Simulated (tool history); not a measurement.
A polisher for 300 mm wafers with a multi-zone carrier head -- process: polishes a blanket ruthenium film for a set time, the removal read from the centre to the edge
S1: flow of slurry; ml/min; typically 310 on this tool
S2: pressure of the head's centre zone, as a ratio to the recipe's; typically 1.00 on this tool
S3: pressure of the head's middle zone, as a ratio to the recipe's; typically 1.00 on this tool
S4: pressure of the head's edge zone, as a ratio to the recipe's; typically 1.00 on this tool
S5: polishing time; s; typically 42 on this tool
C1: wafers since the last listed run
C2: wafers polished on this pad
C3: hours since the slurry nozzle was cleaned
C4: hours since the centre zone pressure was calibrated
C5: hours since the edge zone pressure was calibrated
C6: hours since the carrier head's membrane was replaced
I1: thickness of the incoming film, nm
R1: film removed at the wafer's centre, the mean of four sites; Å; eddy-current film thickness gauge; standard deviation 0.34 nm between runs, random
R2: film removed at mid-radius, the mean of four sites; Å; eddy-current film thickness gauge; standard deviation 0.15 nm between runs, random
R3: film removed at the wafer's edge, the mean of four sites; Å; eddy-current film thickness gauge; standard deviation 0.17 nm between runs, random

| run | hour | S1 | S2 | S3 | S4 | S5 | C1 | C2 | C3 | C4 | C5 | C6 | I1 | R1 | R2 | R3 |
|---|---|---|---|---|---|---|---|---|---|---|---|---|---|---|---|---|
| 1 | 0.0 | 310 | 1.00 | 1.00 | 0.93 | 42 | 0 | 3314 | 340.6 | 86.5 | 936.2 | 24.2 | 299.7 | 262 | 230 | 231 |
|  | 21.8 | slurry nozzle cleaned |
|  | 22.7 | worn pad replaced by a new one |
| 2 | 71.1 | 310 | 1.00 | 1.00 | 0.93 | 42 | 792 | 553 | 49.3 | 157.6 | 1007.3 | 95.3 | 299.9 | 261 | 232 | 233 |
| 3 | 109.3 | 310 | 1.00 | 1.00 | 0.93 | 42 | 436 | 990 | 87.5 | 195.8 | 1045.5 | 133.5 | 302.6 | 272 | 229 | 233 |
| 4 | 153.9 | 310 | 1.00 | 1.00 | 1.00 | 42 | 510 | 1501 | 132.1 | 240.4 | 1090.1 | 178.1 | 297.3 | 264 | 230 | 238 |
|  | 158.5 | edge zone pressure recalibrated |
|  | 174.6 | centre zone pressure recalibrated, repeated, since the last time left the tool worse |
| 5 | 215.1 | 310 | 1.00 | 1.00 | 1.00 | 42 | 654 | 2155 | 193.3 | 40.5 | 56.6 | 239.3 | 293.5 | 237 | 229 | 238 |
| 6 | 283.1 | 310 | 1.00 | 1.00 | 1.00 | 42 | 777 | 2933 | 261.3 | 108.5 | 124.6 | 307.3 | 296.3 | 231 | 229 | 242 |
| 7 | 348.5 | 310 | 0.97 | 1.00 | 1.00 | 49 | 748 | 3681 | 326.7 | 173.9 | 190.0 | 372.7 | 301.4 | 269 | 269 | 281 |
|  | 366.5 | worn pad replaced by a new one |
| 8 | 397.5 | 310 | 1.00 | 1.00 | 1.00 | 42 | 514 | 354 | 375.7 | 222.9 | 239.0 | 421.7 | 297.7 | 239 | 229 | 239 |
|  | 406.2 | slurry nozzle cleaned |
| 9 | 457.5 | 310 | 1.00 | 1.00 | 1.00 | 42 | 674 | 1029 | 51.3 | 282.9 | 299.0 | 481.7 | 306.3 | 236 | 231 | 241 |
| 10 | 536.5 | 310 | 0.96 | 1.00 | 0.94 | 42 | 903 | 1933 | 130.3 | 361.9 | 378.0 | 560.7 | 296.3 | 233 | 230 | 233 |
| 11 | 588.3 | 310 | 1.00 | 0.93 | 1.00 | 42 | 592 | 2525 | 182.1 | 413.7 | 429.8 | 612.5 | 297.4 | 248 | 220 | 238 |
|  | 627.6 | carrier head's membrane replaced by a new one |
|  | 642.7 | centre zone pressure recalibrated |
| 12 | 643.2 | 270 | 1.00 | 1.00 | 1.00 | 42 | 547 | 3073 | 237.0 | 0.5 | 484.7 | 15.6 | 296.6 | 233 | 226 | 238 |
| 13 | 684.6 | 310 | 1.00 | 1.00 | 1.00 | 42 | 473 | 3547 | 278.4 | 41.9 | 526.1 | 57.0 | 304.2 | 235 | 227 | 238 |
|  | 726.0 | worn pad replaced by a new one |
| 14 | 742.0 | 310 | 1.00 | 1.00 | 1.09 | 32 | 610 | 182 | 335.8 | 99.3 | 583.5 | 114.4 | 295.3 | 181 | 177 | 191 |
|  | 758.5 | slurry nozzle cleaned |
| 15 | 788.3 | 310 | 1.10 | 0.90 | 0.94 | 46 | 518 | 700 | 29.8 | 145.6 | 629.8 | 160.7 | 297.6 | 295 | 235 | 258 |
| 16 | 817.5 | 355 | 1.09 | 1.00 | 1.06 | 28 | 334 | 1034 | 59.0 | 174.8 | 659.0 | 189.9 | 296.6 | 177 | 155 | 165 |
| 17 | 845.5 | 375 | 1.00 | 1.00 | 1.00 | 31 | 320 | 1354 | 87.0 | 202.8 | 687.0 | 217.9 | 299.0 | 181 | 173 | 180 |
| 18 | 895.7 | 310 | 1.05 | 1.00 | 1.10 | 42 | 574 | 1929 | 137.2 | 253.0 | 737.2 | 268.1 | 293.9 | 248 | 231 | 248 |
| 19 | 930.6 | 310 | 1.04 | 1.00 | 0.92 | 42 | 399 | 2328 | 172.1 | 287.9 | 772.1 | 303.0 | 296.7 | 255 | 229 | 227 |
| 20 | 988.4 | 380 | 1.00 | 1.05 | 0.90 | 29 | 661 | 2989 | 229.9 | 345.7 | 829.9 | 360.8 | 301.1 | 174 | 165 | 158 |
| 21 | 1055.4 | 240 | 1.00 | 1.00 | 1.00 | 56 | 766 | 3755 | 296.9 | 412.7 | 896.9 | 427.8 | 298.0 | 326 | 301 | 315 |
|  | 1086.4 | edge zone pressure recalibrated |
|  | 1090.9 | worn pad replaced by a new one |
| 22 | 1105.7 | 310 | 1.00 | 1.00 | 0.88 | 56 | 506 | 169 | 347.2 | 463.0 | 19.3 | 478.1 | 303.6 | 339 | 309 | 298 |

Alternative continuations, all from the tool just after run 22; predict every row:
| A | 1106.1 | 310 | 1.00 | 1.00 | 1.00 | 42 | 4 | 173 | 347.6 | 463.4 | 19.7 | 478.5 | 298.6 | ? | ? | ? |
| B | 1106.1 | 265 | 1.05 | 1.00 | 1.00 | 32 | 4 | 173 | 347.6 | 463.4 | 19.7 | 478.5 | 298.6 | ? | ? | ? |
| C | 1106.1 | 310 | 1.00 | 1.00 | 1.00 | 36 | 4 | 173 | 347.6 | 463.4 | 19.7 | 478.5 | 298.6 | ? | ? | ? |
| D | 1106.1 | 205 | 1.00 | 1.00 | 1.11 | 42 | 4 | 173 | 347.6 | 463.4 | 19.7 | 478.5 | 298.6 | ? | ? | ? |

| run | R1 | R2 | R3 |
|---|---|---|---|
| A | 253 | 232 | 241 |
| B | 200 | 175 | 182 |
| C | 217 | 199 | 207 |
| D | 245 | 225 | 248 |
Stripped of hidden state, with their random variation kept, the same runs would have yielded:
| run | R1 | R2 | R3 |
|---|---|---|---|
| A | 235 | 232 | 241 |
| B | 186 | 175 | 182 |
| C | 202 | 199 | 207 |
| D | 228 | 225 | 248 |

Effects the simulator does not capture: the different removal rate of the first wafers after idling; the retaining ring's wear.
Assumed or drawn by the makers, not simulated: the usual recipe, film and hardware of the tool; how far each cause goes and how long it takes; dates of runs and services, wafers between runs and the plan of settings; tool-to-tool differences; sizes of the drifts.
